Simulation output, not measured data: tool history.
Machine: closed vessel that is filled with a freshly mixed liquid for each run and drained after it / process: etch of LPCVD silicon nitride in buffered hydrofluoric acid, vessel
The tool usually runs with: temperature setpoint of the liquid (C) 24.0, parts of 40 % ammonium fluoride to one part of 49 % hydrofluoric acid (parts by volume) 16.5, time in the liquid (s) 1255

run	hour	temperature setpoint of the liquid (C)	parts of 40 % ammonium fluoride to one part of 49 % hydrofluoric acid (parts by volume)	time in the liquid (s)	wafers since the last listed run	hours since the thermometer was replaced	hours since the hydrofluoric acid flow meter was replaced	hours since the gauge calibration	read-back film thickness of the LPCVD silicon nitride reference wafer, read on the same gauge (nm)	thickness taken off the LPCVD silicon nitride on a monitor wafer (nm)
1	0.0	24.0	16.5	1255	0	553.2	574.3	392.0	40.03	10.60
# hour 3.2: thermometer replaced
2	16.5	24.0	16.5	1255	570	13.3	590.8	408.5	39.94	10.59
# hour 24.9: hydrofluoric acid flow meter replaced
3	27.9	24.0	16.5	1255	383	24.7	3.0	419.9	40.00	9.97
4	35.4	24.0	16.5	1255	276	32.2	10.5	427.4	40.01	9.93
5	45.4	24.0	16.5	1255	368	42.2	20.5	437.4	39.99	9.89
6	52.6	24.0	16.5	1255	265	49.4	27.7	444.6	39.99	10.06
7	65.1	24.0	13.5	1255	460	61.9	40.2	457.1	40.00	12.22
8	75.5	24.0	13.5	1255	383	72.3	50.6	467.5	40.00	12.34
9	84.5	22.0	13.5	1880	331	81.3	59.6	476.5	40.00	16.44
10	92.5	24.0	16.5	1865	294	89.3	67.6	484.5	40.02	14.88
11	99.8	22.5	16.5	990	268	96.6	74.9	491.8	40.06	7.34
12	116.6	24.0	14.0	790	618	113.4	91.7	508.6	40.00	7.37
13	131.8	27.0	20.5	1530	559	128.6	106.9	523.8	39.96	11.71
14	139.9	24.0	16.5	1255	298	136.7	115.0	531.9	40.00	10.10
15	148.8	24.0	16.5	1960	327	145.6	123.9	540.8	40.02	15.65
16	157.8	24.0	16.5	1255	331	154.6	132.9	549.8	39.95	10.15
17	172.1	24.0	13.0	840	526	168.9	147.2	564.1	39.99	8.59
18	181.6	24.0	16.5	1255	349	178.4	156.7	573.6	40.02	10.06
19	193.1	24.0	16.5	1255	423	189.9	168.2	585.1	40.00	10.19
20	203.8	24.0	16.5	685	394	200.6	178.9	595.8	40.02	5.59
# hour 210.5: gauge calibrated
21	215.9	24.0	16.5	900	445	212.7	191.0	5.4	40.02	7.41
22	223.7	27.5	14.0	1255	287	220.5	198.8	13.2	40.01	14.56
23	233.2	24.0	16.5	575	349	230.0	208.3	22.7	39.99	4.63
24	242.8	26.5	14.5	1675	353	239.6	217.9	32.3	40.02	17.82
25	250.6	20.5	22.0	1905	287	247.4	225.7	40.1	40.02	9.76
26	256.9	29.0	21.5	1505	232	253.7	232.0	46.4	40.01	12.56
27	263.3	24.0	16.5	1255	235	260.1	238.4	52.8	39.97	10.25
28	269.5	29.0	16.5	1725	228	266.3	244.6	59.0	40.01	18.36
29	279.8	24.0	16.5	1255	379	276.6	254.9	69.3	40.02	10.17
30	293.7	24.0	21.5	1255	512	290.5	268.8	83.2	40.01	7.97
31	308.8	24.0	14.5	1255	556	305.6	283.9	98.3	39.98	11.80
32	325.1	29.0	16.5	1630	600	321.9	300.2	114.6	40.00	17.37

Each row is a separate what-if for the run after 32, all from the same tool condition, not one after another. Results?
A	326.1	24.0	16.5	1255	36	322.9	301.2	115.6	?	?
B	326.1	28.5	12.0	1930	36	322.9	301.2	115.6	?	?
C	326.1	24.0	11.0	1255	36	322.9	301.2	115.6	?	?
D	326.1	21.5	16.5	1255	36	322.9	301.2	115.6	?	?

run	read-back film thickness of the LPCVD silicon nitride reference wafer, read on the same gauge (nm)	thickness taken off the LPCVD silicon nitride on a monitor wafer (nm)
A	39.98	10.15
B	39.98	27.17
C	39.98	15.10
D	39.98	8.84
With no hidden state in the tool, these same runs would have given:
run	thickness taken off the LPCVD silicon nitride on a monitor wafer (nm)
A	9.81
B	26.25
C	14.59
D	8.54
